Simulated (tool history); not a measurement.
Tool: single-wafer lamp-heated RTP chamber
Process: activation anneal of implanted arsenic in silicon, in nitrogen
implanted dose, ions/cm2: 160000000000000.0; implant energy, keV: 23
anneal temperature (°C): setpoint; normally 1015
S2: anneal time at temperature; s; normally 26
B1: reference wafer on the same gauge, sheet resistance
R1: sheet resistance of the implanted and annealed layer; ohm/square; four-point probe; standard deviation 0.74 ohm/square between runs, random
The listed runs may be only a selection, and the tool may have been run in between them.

{"run": 1, "hour": 0.0, "anneal temperature (°C)": 1015, "S2": 26, "B1": 423.96, "R1": 491.69}
{"run": 2, "hour": 18.1, "anneal temperature (°C)": 1015, "S2": 26, "B1": 424.09, "R1": 489.59}
{"run": 3, "hour": 40.3, "anneal temperature (°C)": 1015, "S2": 26, "B1": 423.9, "R1": 492.91}
{"run": 4, "hour": 56.0, "anneal temperature (°C)": 1015, "S2": 26, "B1": 424.04, "R1": 490.58}
{"run": 5, "hour": 109.1, "anneal temperature (°C)": 1015, "S2": 26, "B1": 423.96, "R1": 492.1}
{"hour": 124.2, "done": "reflector plate cleaned"}
{"run": 6, "hour": 142.9, "anneal temperature (°C)": 1015, "S2": 26, "B1": 423.96, "R1": 492.65}
{"run": 7, "hour": 164.7, "anneal temperature (°C)": 1015, "S2": 26, "B1": 423.89, "R1": 492.21}
{"hour": 175.2, "done": "gauge calibrated"}
{"run": 8, "hour": 192.8, "anneal temperature (°C)": 1015, "S2": 26, "B1": 423.88, "R1": 490.84}
{"run": 9, "hour": 220.1, "anneal temperature (°C)": 1015, "S2": 26, "B1": 423.81, "R1": 491.43}
{"hour": 230.6, "done": "pyrometer window cleaned and pyrometer calibrated"}
{"run": 10, "hour": 242.3, "anneal temperature (°C)": 1015, "S2": 26, "B1": 424.07, "R1": 491.3}
{"run": 11, "hour": 256.5, "anneal temperature (°C)": 1015, "S2": 26, "B1": 423.89, "R1": 492.47}
{"run": 12, "hour": 277.6, "anneal temperature (°C)": 1015, "S2": 26, "B1": 423.97, "R1": 490.55}
{"run": 13, "hour": 301.6, "anneal temperature (°C)": 1015, "S2": 26, "B1": 424.11, "R1": 491.44}
{"run": 14, "hour": 321.0, "anneal temperature (°C)": 1015, "S2": 26, "B1": 424.07, "R1": 490.92}
{"run": 15, "hour": 346.9, "anneal temperature (°C)": 1025, "S2": 34, "B1": 424.0, "R1": 488.8}
{"run": 16, "hour": 382.6, "anneal temperature (°C)": 989, "S2": 18, "B1": 423.98, "R1": 495.27}
{"run": 17, "hour": 396.8, "anneal temperature (°C)": 1001, "S2": 15, "B1": 423.81, "R1": 494.65}
{"run": 18, "hour": 420.2, "anneal temperature (°C)": 988, "S2": 19, "B1": 424.07, "R1": 494.82}
{"hour": 441.1, "done": "pyrometer window cleaned and pyrometer calibrated"}
{"run": 19, "hour": 446.7, "anneal temperature (°C)": 997, "S2": 21, "B1": 424.2, "R1": 494.57}
{"run": 20, "hour": 471.6, "anneal temperature (°C)": 998, "S2": 19, "B1": 424.1, "R1": 494.1}
{"run": 21, "hour": 494.3, "anneal temperature (°C)": 1004, "S2": 39, "B1": 424.12, "R1": 489.27}
{"run": 22, "hour": 523.0, "anneal temperature (°C)": 1041, "S2": 37, "B1": 424.01, "R1": 484.97}
{"run": 23, "hour": 545.8, "anneal temperature (°C)": 1015, "S2": 26, "B1": 424.01, "R1": 490.68}
{"run": 24, "hour": 562.1, "anneal temperature (°C)": 1015, "S2": 20, "B1": 424.14, "R1": 492.91}
{"run": 25, "hour": 584.2, "anneal temperature (°C)": 988, "S2": 26, "B1": 424.04, "R1": 493.49}
{"hour": 663.2, "done": "pyrometer window cleaned and pyrometer calibrated"}
{"run": 26, "hour": 677.8, "anneal temperature (°C)": 1015, "S2": 26, "B1": 423.9, "R1": 490.61}
{"hour": 701.5, "done": "reflector plate cleaned"}
{"run": 27, "hour": 702.0, "anneal temperature (°C)": 1015, "S2": 37, "B1": 423.96, "R1": 488.64}
{"run": 28, "hour": 723.3, "anneal temperature (°C)": 1015, "S2": 26, "B1": 424.03, "R1": 491.59}
{"run": 29, "hour": 751.0, "anneal temperature (°C)": 1029, "S2": 40, "B1": 424.04, "R1": 485.86}
{"run": 30, "hour": 769.1, "anneal temperature (°C)": 1025, "S2": 39, "B1": 423.97, "R1": 486.06}
{"run": 31, "hour": 786.2, "anneal temperature (°C)": 1015, "S2": 26, "B1": 423.82, "R1": 491.33}
{"run": 32, "hour": 822.2, "anneal temperature (°C)": 1015, "S2": 36, "B1": 423.98, "R1": 488.99}
{"run": 33, "hour": 857.9, "anneal temperature (°C)": 1015, "S2": 11, "B1": 423.95, "R1": 494.72}
{"run": 34, "hour": 878.3, "anneal temperature (°C)": 993, "S2": 21, "B1": 424.14, "R1": 495.02}
{"run": 35, "hour": 906.8, "anneal temperature (°C)": 1040, "S2": 32, "B1": 423.96, "R1": 485.3}
{"hour": 932.7, "done": "pyrometer window cleaned and pyrometer calibrated"}
{"run": 36, "hour": 942.7, "anneal temperature (°C)": 1036, "S2": 18, "B1": 424.11, "R1": 491.05}

For each run, what was the tool's unlogged condition?
true wafer temperature minus pyrometer reading, K: 0 across all the runs
wafer temperature error from the tarnished reflector plate, K: 0 across all the runs
gauge reads high (%): 0 across all the runs
